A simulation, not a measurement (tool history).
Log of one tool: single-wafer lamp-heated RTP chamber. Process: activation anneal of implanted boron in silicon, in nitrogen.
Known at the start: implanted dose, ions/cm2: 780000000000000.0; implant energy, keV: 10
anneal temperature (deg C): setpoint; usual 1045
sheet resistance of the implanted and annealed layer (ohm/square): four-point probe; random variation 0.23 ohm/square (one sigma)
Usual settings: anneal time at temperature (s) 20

run,hour,anneal temperature (deg C),anneal time at temperature (s),"read-back reference wafer on the same gauge, sheet resistance",sheet resistance of the implanted and annealed layer (ohm/square)
1,0.0,1045,20,141.98,144.37
2,53.2,1045,16,141.97,144.87
3,107.5,1045,16,142.01,144.59
4,174.5,1045,20,141.98,144.42
5,240.4,1045,20,141.99,144.11
# hour 272.5: pyrometer window cleaned and pyrometer calibrated
6,299.8,1045,20,142.00,143.88
7,339.9,1045,20,141.97,144.31
8,376.5,1045,20,141.96,144.08
9,407.3,1045,20,142.03,143.86
10,441.4,1045,20,142.01,143.93
# hour 466.8: reflector plate cleaned
11,510.8,1045,12,142.02,145.60
12,562.6,1045,12,141.96,145.77
13,597.1,1045,20,142.02,143.74
14,643.6,1045,20,142.01,143.77
# hour 671.4: gauge calibrated
15,678.7,1045,20,141.92,143.71
16,708.9,1045,20,142.02,143.64
17,750.7,1065,20,142.01,142.73
18,789.8,1045,20,142.06,143.71
# hour 826.5: reflector plate cleaned, repeated, since the last time left the tool worse
19,847.5,1072,29,142.00,141.39
20,876.1,1045,28,142.01,143.48
21,915.7,1018,11,141.98,149.60
22,967.0,1045,20,142.04,144.83
# hour 1009.8: pyrometer window cleaned and pyrometer calibrated
23,1010.3,1033,20,141.99,145.97
24,1065.4,1045,20,142.01,144.68
25,1093.9,1071,28,142.06,141.40
26,1143.6,1015,11,141.98,149.29
27,1208.8,1045,20,142.08,144.45
28,1268.2,1062,20,141.97,142.80
29,1317.7,1066,9,142.02,145.04
30,1353.3,1056,20,142.00,143.24
31,1401.0,1045,31,141.96,142.36
32,1450.1,1057,20,142.01,143.23
33,1493.0,1045,20,142.00,144.12
34,1544.1,1045,20,142.00,144.04
35,1586.5,1061,24,141.97,142.66
# hour 1620.2: pyrometer window cleaned and pyrometer calibrated
36,1620.7,1033,10,141.96,147.31
37,1679.5,1045,20,141.98,144.11

Measured less the same run without the tool's hidden state. The same run-to-run variation is in both; the gauge's scatter may not be:
The hidden state here: true wafer temperature minus pyrometer reading, K; wafer temperature error from the tarnished reflector plate, K; gauge reads high (%).
run,sheet resistance of the implanted and annealed layer (ohm/square)
1,-0.46
2,-0.44
3,-0.44
4,-0.48
5,-0.49
6,-0.49
7,-0.49
8,-0.50
9,-0.50
10,-0.50
11,-0.77
12,-0.81
13,-0.90
14,-0.92
15,-0.95
16,-0.96
17,-0.54
18,-1.01
19,-0.01
20,-0.08
21,-0.17
22,-0.16
23,-0.23
24,-0.22
25,-0.08
26,-0.43
27,-0.31
28,-0.20
29,-0.27
30,-0.27
31,-0.41
32,-0.27
33,-0.40
34,-0.42
35,-0.24
36,-0.44
37,-0.45
